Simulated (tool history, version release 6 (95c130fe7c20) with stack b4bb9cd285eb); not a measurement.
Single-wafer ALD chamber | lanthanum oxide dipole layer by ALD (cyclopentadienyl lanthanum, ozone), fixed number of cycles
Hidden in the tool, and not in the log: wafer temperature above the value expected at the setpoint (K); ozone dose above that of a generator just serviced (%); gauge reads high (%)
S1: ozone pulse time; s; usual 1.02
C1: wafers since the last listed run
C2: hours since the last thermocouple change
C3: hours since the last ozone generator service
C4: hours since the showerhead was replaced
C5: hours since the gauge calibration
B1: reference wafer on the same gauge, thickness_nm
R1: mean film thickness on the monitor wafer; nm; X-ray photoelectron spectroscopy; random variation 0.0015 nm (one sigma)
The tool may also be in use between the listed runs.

run    hour    S1    C1      C2      C3      C4      C5     B1     R1
  1     0.0  1.11     0  2005.3   304.1  3104.9   548.8  0.529  0.538
  2    64.8  1.02  1359  2070.1   368.9  3169.7   613.6  0.530  0.522
  3   110.6  1.02   960  2115.9   414.7  3215.5   659.4  0.530  0.522
  4   136.6  1.02   545  2141.9   440.7  3241.5   685.4  0.530  0.524
  5   192.8  1.02  1178  2198.1   496.9  3297.7   741.6  0.530  0.521
  6   236.5  1.02   916  2241.8   540.6  3341.4   785.3  0.530  0.523
  7   274.8  1.02   803  2280.1   578.9  3379.7   823.6  0.530  0.520
  8   342.6  1.02  1422  2347.9   646.7  3447.5   891.4  0.530  0.523
  9   389.6  1.02   985  2394.9   693.7  3494.5   938.4  0.531  0.522
 10   415.6  1.02   545  2420.9   719.7  3520.5   964.4  0.530  0.523
 11   461.7  1.02   967  2467.0   765.8  3566.6  1010.5  0.530  0.522
 12   517.6  1.02  1172  2522.9   821.7  3622.5  1066.4  0.530  0.526
 13   570.6  1.02  1111  2575.9   874.7  3675.5  1119.4  0.530  0.523
      595.2  -- gauge calibrated
 14   624.6  0.84  1132  2629.9   928.7  3729.5    29.4  0.530  0.491
      790.9  -- showerhead replaced
 15   811.2  1.40  3746  2816.5  1115.3    20.3   216.0  0.530  0.563
 16   874.7  1.02  1332  2880.0  1178.8    83.8   279.5  0.530  0.521
      922.7  -- ozone generator serviced
 17   942.2  0.77  1248  2947.5    19.5   151.3   347.0  0.530  0.471
 18   978.9  1.27   769  2984.2    56.2   188.0   383.7  0.530  0.553
      988.0  -- thermocouple changed; heater temperature recalibrated
 19  1004.3  1.02   365    16.3    81.6   213.4   409.1  0.530  0.522
 20  1062.3  1.38  1216    74.3   139.6   271.4   467.1  0.530  0.561
 21  1134.0  1.02  1504   146.0   211.3   343.1   538.8  0.531  0.524
 22  1162.5  1.21   597   174.5   239.8   371.6   567.3  0.530  0.547
 23  1233.9  0.83  1497   245.9   311.2   443.0   638.7  0.531  0.488
 24  1301.0  0.68  1407   313.0   378.3   510.1   705.8  0.530  0.448
 25  1333.8  1.02   688   345.8   411.1   542.9   738.6  0.530  0.522
 26  1366.7  1.37   690   378.7   444.0   575.8   771.5  0.530  0.559
 27  1399.5  0.78   688   411.5   476.8   608.6   804.3  0.530  0.476
 28  1463.5  1.25  1342   475.5   540.8   672.6   868.3  0.530  0.551
 29  1498.4  1.02   732   510.4   575.7   707.5   903.2  0.530  0.523

3 ways to go on from here, each from the tool as it stands after run 29. What would each give?
  A  1498.8  1.02   8  510.8  576.1  707.9  903.6   ?   ?
  B  1498.8  1.28   8  510.8  576.1  707.9  903.6   ?   ?
  C  1498.8  0.85   8  510.8  576.1  707.9  903.6   ?   ?

run     B1     R1
  A  0.529  0.521
  B  0.529  0.552
  C  0.529  0.491
Without the tool's hidden state the same runs would have given:
run     R1
  A  0.521
  B  0.552
  C  0.491
